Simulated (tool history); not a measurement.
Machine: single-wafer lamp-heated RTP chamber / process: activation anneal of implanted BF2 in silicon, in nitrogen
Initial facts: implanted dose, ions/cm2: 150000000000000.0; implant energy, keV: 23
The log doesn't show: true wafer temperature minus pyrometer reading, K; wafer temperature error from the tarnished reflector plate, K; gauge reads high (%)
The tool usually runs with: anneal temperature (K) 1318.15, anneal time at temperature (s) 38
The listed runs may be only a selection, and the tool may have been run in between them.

run,hour,anneal temperature (K),anneal time at temperature (s),wafers since the last listed run,wafers since the last pyrometer calibration,wafers since the reflector plate was cleaned,hours since the gauge calibration,"read-back reference wafer on the same gauge, sheet resistance",sheet resistance of the implanted and annealed layer (ohm/square)
1,0.0,1318.15,38,0,6140,2393,647.9,688.10,737.93
# hour 66.4: pyrometer window cleaned and pyrometer calibrated
2,91.3,1318.15,38,1253,375,3647,739.2,687.98,741.37
3,146.1,1318.15,38,824,1199,4472,794.0,687.98,742.83
4,199.1,1306.15,38,797,1997,5269,847.0,688.27,744.36
5,263.9,1306.15,38,975,2973,6245,911.8,687.65,746.23
6,345.2,1318.15,38,1223,4196,7469,993.1,688.06,737.71
7,433.3,1318.15,38,1326,5522,8795,1081.2,687.46,739.57
8,525.8,1318.15,38,1392,6915,10187,1173.7,687.89,736.98
# hour 536.1: reflector plate cleaned
# hour 589.5: pyrometer window cleaned and pyrometer calibrated
9,632.8,1318.15,48,1369,651,1334,1280.7,688.06,739.12
10,681.5,1318.15,48,733,1384,2067,1329.4,687.88,735.54
# hour 779.0: gauge calibrated
11,782.7,1318.15,48,1523,2907,3591,3.7,688.16,735.20
12,876.8,1318.15,38,1416,4324,5007,97.8,687.80,740.53
13,980.5,1318.15,38,1560,5884,6568,201.5,688.10,739.55
14,1059.7,1318.15,38,1192,7077,7760,280.7,687.82,738.34
# hour 1116.3: pyrometer window cleaned and pyrometer calibrated
15,1149.2,1318.15,38,1226,495,8987,370.2,687.82,742.15
16,1226.3,1318.15,55,1160,1656,10147,447.3,688.40,732.51
17,1302.0,1309.15,23,1139,2795,11287,523.0,688.05,754.31
# hour 1351.2: reflector plate cleaned
18,1403.2,1318.15,38,1402,4198,782,624.2,688.38,740.22
# hour 1575.6: pyrometer window cleaned and pyrometer calibrated
19,1600.4,1333.15,54,2847,373,3629,821.4,688.03,728.72
20,1676.6,1331.15,59,1146,1520,4776,897.6,688.16,724.57
21,1720.8,1341.15,38,665,2185,5442,941.8,688.07,733.59
22,1828.4,1347.15,38,1619,3805,7061,1049.4,688.56,726.44
23,1906.4,1318.15,38,1174,4979,8235,1127.4,687.98,741.46
24,1998.1,1300.15,38,1380,6359,9616,1219.1,687.93,745.42
# hour 2073.4: pyrometer window cleaned and pyrometer calibrated
25,2101.4,1327.15,28,1434,422,11050,1322.4,687.92,745.65
# hour 2107.0: gauge calibrated
# hour 2142.3: reflector plate cleaned
26,2158.6,1291.15,16,740,1162,245,51.6,688.22,760.87
27,2208.9,1297.15,20,757,1919,1002,101.9,688.36,755.76
28,2262.5,1327.15,48,806,2726,1809,155.5,688.12,731.78
29,2313.6,1318.15,38,769,3495,2578,206.6,687.65,740.82

Below are 3 alternative next runs, each starting from the tool's condition after run 29. Predict each:
A,2314.0,1318.15,51,6,3501,2584,207.0,?,?
B,2314.0,1307.15,53,6,3501,2584,207.0,?,?
C,2314.0,1327.15,18,6,3501,2584,207.0,?,?

run,"read-back reference wafer on the same gauge, sheet resistance",sheet resistance of the implanted and annealed layer (ohm/square)
A,688.08,732.31
B,688.08,736.18
C,688.08,749.38
With no hidden state in the tool, these same runs would have given:
run,sheet resistance of the implanted and annealed layer (ohm/square)
A,734.39
B,738.02
C,750.53

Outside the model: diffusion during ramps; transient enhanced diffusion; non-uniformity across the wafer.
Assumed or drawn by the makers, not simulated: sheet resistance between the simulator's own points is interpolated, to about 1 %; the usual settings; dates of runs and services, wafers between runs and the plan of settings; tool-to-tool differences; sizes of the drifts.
